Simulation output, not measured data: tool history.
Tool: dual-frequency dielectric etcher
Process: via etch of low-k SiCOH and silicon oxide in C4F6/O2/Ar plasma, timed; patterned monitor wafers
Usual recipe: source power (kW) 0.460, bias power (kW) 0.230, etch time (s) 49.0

run   hour  source power (kW)  bias power (kW)  etch time (s)  read-back reference wafer on the same gauge, depth_nm  mean etch depth across the wafer (Å)
  1    0.0              0.460            0.230           49.0                                                  129.0                                  1347
  2   13.0              0.460            0.230           49.0                                                  129.0                                  1345
  3   59.5              0.460            0.230           49.0                                                  129.0                                  1344
  4   70.0              0.460            0.230           49.0                                                  129.0                                  1343
  5   80.5              0.500            0.230           49.0                                                  129.0                                  1396
     109.6  -- upper electrode replaced
  6  110.1              0.500            0.230           49.0                                                  129.0                                  1392
  7  110.6              0.460            0.230           49.0                                                  129.1                                  1339
  8  117.2              0.460            0.230           49.0                                                  129.0                                  1343
  9  128.4              0.460            0.199           53.5                                                  129.0                                  1395
 10  139.2              0.460            0.199           53.5                                                  129.1                                  1392
     169.9  -- wet clean of the chamber
 11  170.4              0.460            0.274           58.5                                                  129.0                                  1735
 12  170.7              0.460            0.230           49.0                                                  129.0                                  1363
 13  180.5              0.460            0.230           49.0                                                  129.0                                  1361
 14  192.3              0.460            0.203           37.0                                                  129.0                                   986
 15  231.9              0.460            0.230           62.5                                                  129.0                                  1732
     250.4  -- bias power generator calibrated
 16  250.9              0.460            0.230           44.0                                                  128.9                                  1223
 17  260.6              0.430            0.264           36.0                                                  129.0                                  1015
 18  268.9              0.410            0.195           56.5                                                  129.0                                  1401
     276.5  -- source power generator calibrated
 19  283.8              0.460            0.230           49.0                                                  129.0                                  1356
 20  293.0              0.460            0.271           49.0                                                  129.0                                  1439
     298.3  -- gauge calibrated
 21  310.9              0.400            0.261           49.0                                                  128.9                                  1325
 22  322.6              0.380            0.215           59.0                                                  129.0                                  1455
 23  335.1              0.520            0.286           36.0                                                  129.0                                  1135
 24  350.7              0.380            0.259           49.0                                                  129.0                                  1289
 25  367.1              0.460            0.230           49.0                                                  129.1                                  1353
 26  375.5              0.420            0.230           49.0                                                  129.0                                  1296
 27  386.8              0.510            0.230           45.5                                                  129.0                                  1316
 28  395.0              0.370            0.205           42.0                                                  129.0                                  1004
 29  411.9              0.460            0.195           49.0                                                  129.0                                  1278
 30  428.3              0.430            0.264           36.0                                                  129.0                                  1010

Forecast each of these 4 alternatives for the next run:
  A  428.7              0.460            0.260           49.0                                                      ?                                     ?
  B  428.7              0.410            0.246           49.0                                                      ?                                     ?
  C  428.7              0.390            0.230           42.0                                                      ?                                     ?
  D  428.7              0.460            0.198           43.0                                                      ?                                     ?

run  read-back reference wafer on the same gauge, depth_nm  mean etch depth across the wafer (Å)
  A                                                  129.0                                  1411
  B                                                  129.0                                  1311
  C                                                  129.0                                  1071
  D                                                  129.0                                  1126
Without the tool's unlogged condition, the same runs would have read:
run  mean etch depth across the wafer (Å)
  A                                  1428
  B                                  1326
  C                                  1084
  D                                  1140

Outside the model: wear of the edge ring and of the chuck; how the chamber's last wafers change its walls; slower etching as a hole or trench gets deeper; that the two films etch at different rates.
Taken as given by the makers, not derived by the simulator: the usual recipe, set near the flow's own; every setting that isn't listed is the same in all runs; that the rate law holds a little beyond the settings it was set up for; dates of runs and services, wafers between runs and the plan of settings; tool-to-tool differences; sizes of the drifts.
